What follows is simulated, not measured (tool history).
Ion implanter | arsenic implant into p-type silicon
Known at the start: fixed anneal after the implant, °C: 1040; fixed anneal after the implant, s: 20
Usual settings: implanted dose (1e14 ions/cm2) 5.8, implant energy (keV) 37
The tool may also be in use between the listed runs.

run	day	implanted dose (1e14 ions/cm2)	implant energy (keV)	wafers since the last listed run	hours since the last dose calibration	hours since the extraction supply was calibrated	hours since the gauge calibration	read-back reference wafer on the same gauge, sheet resistance	sheet resistance of the implanted and annealed layer (ohm/square)
1	0	5.8	40.5	0	1174.7	6096.1	73.2	175.18	190.76
2	1.238	5.8	40.5	1229	1204.4	6125.8	102.9	175.09	190.02
3	2.167	5.8	40.5	923	1226.7	6148.1	125.2	174.83	190.46
4	3.371	5.8	37	1196	1255.6	6177	154.1	174.92	193.19
5	4.617	5.8	37	1237	1285.5	6206.9	184	175.1	192.64
6	5.758	5.8	37	1134	1312.9	6234.3	211.4	175.04	193.29
7	6.8	5.35	46	1034	1337.9	6259.3	236.4	174.91	199.52
8	7.633	5.35	46	827	1357.9	6279.3	256.4	174.99	198.65
# day 9.083: extraction supply calibrated
9	9.104	5.35	46	1130	1393.2	0.5	291.7	175.03	199.39
# day 9.933: gauge calibrated
# day 10.75: Faraday cup replaced and dose calibrated
10	10.771	5.21	42	1324	0.5	40.5	20.1	175.03	204.8
11	11.696	5.8	37	919	22.7	62.7	42.3	175.09	192.59
12	12.454	7.41	37	753	40.9	80.9	60.5	175.08	160.46
13	13.321	4.48	48	861	61.7	101.7	81.3	175.07	227.2
14	14.492	4.93	43	1163	89.8	129.8	109.4	175.09	213.82
15	18.333	5.8	48.5	3816	182	222	201.6	175.13	185.49
16	20.283	4.88	28.5	1937	228.8	268.8	248.4	174.95	228.03
17	21.171	6.45	46	881	250.1	290.1	269.7	174.96	172.89
18	22.35	4.16	37	1171	278.4	318.4	298	175.04	248.85
19	23.379	5.8	37	1022	303.1	343.1	322.7	174.84	193.19

Forecast each of these 3 alternatives for the next run:
A	23.396	6.24	37	16	303.5	343.5	323.1	?	?
B	23.396	4.26	28.5	16	303.5	343.5	323.1	?	?
C	23.396	5.8	45.5	16	303.5	343.5	323.1	?	?

run	read-back reference wafer on the same gauge, sheet resistance	sheet resistance of the implanted and annealed layer (ohm/square)
A	175.11	181.85
B	175.11	252.58
C	175.11	186.83
Without the tool's hidden state the same runs would have given:
run	sheet resistance of the implanted and annealed layer (ohm/square)
A	181.85
B	252.58
C	186.83

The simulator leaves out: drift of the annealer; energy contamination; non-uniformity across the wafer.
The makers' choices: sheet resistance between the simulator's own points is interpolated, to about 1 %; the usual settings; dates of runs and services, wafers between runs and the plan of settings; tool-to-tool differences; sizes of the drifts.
